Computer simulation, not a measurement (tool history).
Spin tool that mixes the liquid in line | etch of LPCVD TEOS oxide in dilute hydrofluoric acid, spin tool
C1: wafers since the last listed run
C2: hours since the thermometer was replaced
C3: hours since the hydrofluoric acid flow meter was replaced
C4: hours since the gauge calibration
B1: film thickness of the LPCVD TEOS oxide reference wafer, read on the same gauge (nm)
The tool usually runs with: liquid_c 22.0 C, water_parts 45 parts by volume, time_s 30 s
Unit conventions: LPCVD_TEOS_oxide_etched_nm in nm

Run 1, hour 0.0: usual settings; C1 0; C2 1692.0; C3 311.8; C4 2382.7; B1 119.99. Result: LPCVD_TEOS_oxide_etched_nm 35.69 nm.
Run 2, hour 31.9: usual settings; C1 413; C2 1723.9; C3 343.7; C4 2414.6; B1 120.02. Result: LPCVD_TEOS_oxide_etched_nm 36.74 nm.
At hour 66.3: gauge calibrated.
Run 3, hour 171.5: usual settings; C1 1807; C2 1863.5; C3 483.3; C4 105.2; B1 120.03. Result: LPCVD_TEOS_oxide_etched_nm 37.49 nm.
Run 4, hour 203.9: usual settings but water_parts 35 parts by volume; C1 419; C2 1895.9; C3 515.7; C4 137.6; B1 119.98. Result: LPCVD_TEOS_oxide_etched_nm 49.11 nm.
Run 5, hour 269.8: usual settings but water_parts 35 parts by volume; C1 853; C2 1961.8; C3 581.6; C4 203.5; B1 119.99. Result: LPCVD_TEOS_oxide_etched_nm 49.22 nm.
Run 6, hour 333.9: usual settings but water_parts 35 parts by volume; C1 829; C2 2025.9; C3 645.7; C4 267.6; B1 120.01. Result: LPCVD_TEOS_oxide_etched_nm 49.03 nm.
Run 7, hour 370.8: usual settings but water_parts 50 parts by volume; C1 477; C2 2062.8; C3 682.6; C4 304.5; B1 120.00. Result: LPCVD_TEOS_oxide_etched_nm 34.27 nm.
Run 8, hour 415.2: usual settings; C1 574; C2 2107.2; C3 727.0; C4 348.9; B1 119.98. Result: LPCVD_TEOS_oxide_etched_nm 38.91 nm.
Run 9, hour 472.6: usual settings; C1 743; C2 2164.6; C3 784.4; C4 406.3; B1 120.00. Result: LPCVD_TEOS_oxide_etched_nm 38.27 nm.
At hour 506.0: hydrofluoric acid flow meter replaced.
Run 10, hour 540.6: usual settings but water_parts 30 parts by volume; C1 867; C2 2232.6; C3 34.6; C4 474.3; B1 119.98. Result: LPCVD_TEOS_oxide_etched_nm 53.16 nm.
Run 11, hour 571.9: usual settings but liquid_c 19.0 C, water_parts 55 parts by volume, time_s 35 s; C1 405; C2 2263.9; C3 65.9; C4 505.6; B1 120.02. Result: LPCVD_TEOS_oxide_etched_nm 28.66 nm.
At hour 599.1: thermometer replaced.
Run 12, hour 607.2: usual settings; C1 444; C2 8.1; C3 101.2; C4 540.9; B1 119.99. Result: LPCVD_TEOS_oxide_etched_nm 37.80 nm.
Run 13, hour 678.1: usual settings but liquid_c 20.5 C, water_parts 65 parts by volume, time_s 45 s; C1 917; C2 79.0; C3 172.1; C4 611.8; B1 120.00. Result: LPCVD_TEOS_oxide_etched_nm 35.90 nm.
Run 14, hour 704.7: usual settings but water_parts 25 parts by volume; C1 344; C2 105.6; C3 198.7; C4 638.4; B1 119.99. Result: LPCVD_TEOS_oxide_etched_nm 70.49 nm.
Run 15, hour 753.0: usual settings but liquid_c 17.0 C, water_parts 60 parts by volume, time_s 15 s; C1 625; C2 153.9; C3 247.0; C4 686.7; B1 120.01. Result: LPCVD_TEOS_oxide_etched_nm 11.31 nm.
Run 16, hour 799.9: usual settings; C1 607; C2 200.8; C3 293.9; C4 733.6; B1 120.01. Result: LPCVD_TEOS_oxide_etched_nm 38.10 nm.
Run 17, hour 836.6: usual settings but liquid_c 23.5 C, time_s 15 s; C1 475; C2 237.5; C3 330.6; C4 770.3; B1 120.00. Result: LPCVD_TEOS_oxide_etched_nm 20.40 nm.
Run 18, hour 901.2: usual settings but liquid_c 19.0 C, water_parts 55 parts by volume, time_s 35 s; C1 836; C2 302.1; C3 395.2; C4 834.9; B1 120.00. Result: LPCVD_TEOS_oxide_etched_nm 32.73 nm.
Run 19, hour 933.7: usual settings but liquid_c 26.5 C, water_parts 30 parts by volume, time_s 40 s; C1 420; C2 334.6; C3 427.7; C4 867.4; B1 119.99. Result: LPCVD_TEOS_oxide_etched_nm 96.31 nm.
Run 20, hour 1003.7: usual settings but liquid_c 26.5 C; C1 906; C2 404.6; C3 497.7; C4 937.4; B1 120.00. Result: LPCVD_TEOS_oxide_etched_nm 47.60 nm.
Run 21, hour 1050.0: usual settings; C1 599; C2 450.9; C3 544.0; C4 983.7; B1 120.01. Result: LPCVD_TEOS_oxide_etched_nm 39.64 nm.
Run 22, hour 1086.6: usual settings; C1 473; C2 487.5; C3 580.6; C4 1020.3; B1 120.00. Result: LPCVD_TEOS_oxide_etched_nm 40.22 nm.
Run 23, hour 1155.0: usual settings but water_parts 35 parts by volume, time_s 20 s; C1 885; C2 555.9; C3 649.0; C4 1088.7; B1 120.00. Result: LPCVD_TEOS_oxide_etched_nm 34.21 nm.
Run 24, hour 1222.7: usual settings but water_parts 60 parts by volume, time_s 15 s; C1 876; C2 623.6; C3 716.7; C4 1156.4; B1 119.99. Result: LPCVD_TEOS_oxide_etched_nm 14.93 nm.
Run 25, hour 1256.3: usual settings but time_s 20 s; C1 435; C2 657.2; C3 750.3; C4 1190.0; B1 120.00. Result: LPCVD_TEOS_oxide_etched_nm 26.97 nm.
Run 26, hour 1327.2: usual settings but liquid_c 25.5 C, water_parts 30 parts by volume, time_s 45 s; C1 917; C2 728.1; C3 821.2; C4 1260.9; B1 119.99. Result: LPCVD_TEOS_oxide_etched_nm 110.04 nm.
At hour 1330.6: hydrofluoric acid flow meter replaced.
Run 27, hour 1368.2: usual settings but water_parts 60 parts by volume; C1 517; C2 769.1; C3 37.6; C4 1301.9; B1 120.00. Result: LPCVD_TEOS_oxide_etched_nm 26.08 nm.
Run 28, hour 1405.6: usual settings but liquid_c 18.0 C, water_parts 60 parts by volume, time_s 20 s; C1 484; C2 806.5; C3 75.0; C4 1339.3; B1 119.99. Result: LPCVD_TEOS_oxide_etched_nm 15.00 nm.
Run 29, hour 1470.6: usual settings; C1 841; C2 871.5; C3 140.0; C4 1404.3; B1 120.00. Result: LPCVD_TEOS_oxide_etched_nm 36.39 nm.
Run 30, hour 1503.6: usual settings but water_parts 40 parts by volume; C1 427; C2 904.5; C3 173.0; C4 1437.3; B1 120.01. Result: LPCVD_TEOS_oxide_etched_nm 41.05 nm.
Run 31, hour 1555.1: usual settings but liquid_c 27.0 C, water_parts 60 parts by volume, time_s 40 s; C1 666; C2 956.0; C3 224.5; C4 1488.8; B1 120.02. Result: LPCVD_TEOS_oxide_etched_nm 44.04 nm.
Run 32, hour 1608.6: usual settings but liquid_c 20.0 C; C1 692; C2 1009.5; C3 278.0; C4 1542.3; B1 120.01. Result: LPCVD_TEOS_oxide_etched_nm 33.52 nm.
Run 33, hour 1645.3: usual settings; C1 475; C2 1046.2; C3 314.7; C4 1579.0; B1 119.99. Result: LPCVD_TEOS_oxide_etched_nm 36.61 nm.

4 ways to go on from here, each from the tool as it stands after run 33. What would each give?
Run A, hour 1645.7: usual settings but liquid_c 25.0 C; C1 5; C2 1046.6; C3 315.1; C4 1579.4; B1 ?. Result: LPCVD_TEOS_oxide_etched_nm ?.
Run B, hour 1645.7: usual settings but time_s 15 s; C1 5; C2 1046.6; C3 315.1; C4 1579.4; B1 ?. Result: LPCVD_TEOS_oxide_etched_nm ?.
Run C, hour 1645.7: usual settings but water_parts 65 parts by volume; C1 5; C2 1046.6; C3 315.1; C4 1579.4; B1 ?. Result: LPCVD_TEOS_oxide_etched_nm ?.
Run D, hour 1645.7: usual settings but liquid_c 18.5 C, time_s 50 s; C1 5; C2 1046.6; C3 315.1; C4 1579.4; B1 ?. Result: LPCVD_TEOS_oxide_etched_nm ?.

run      B1  LPCVD_TEOS_oxide_etched_nm
  A  120.01                       42.42
  B  120.01                       18.71
  C  120.01                       25.31
  D  120.01                       53.67
Stripped of hidden state, with their random variation kept, the same runs would have yielded:
run  LPCVD_TEOS_oxide_etched_nm
  A                       41.57
  B                       18.35
  C                       24.78
  D                       52.72
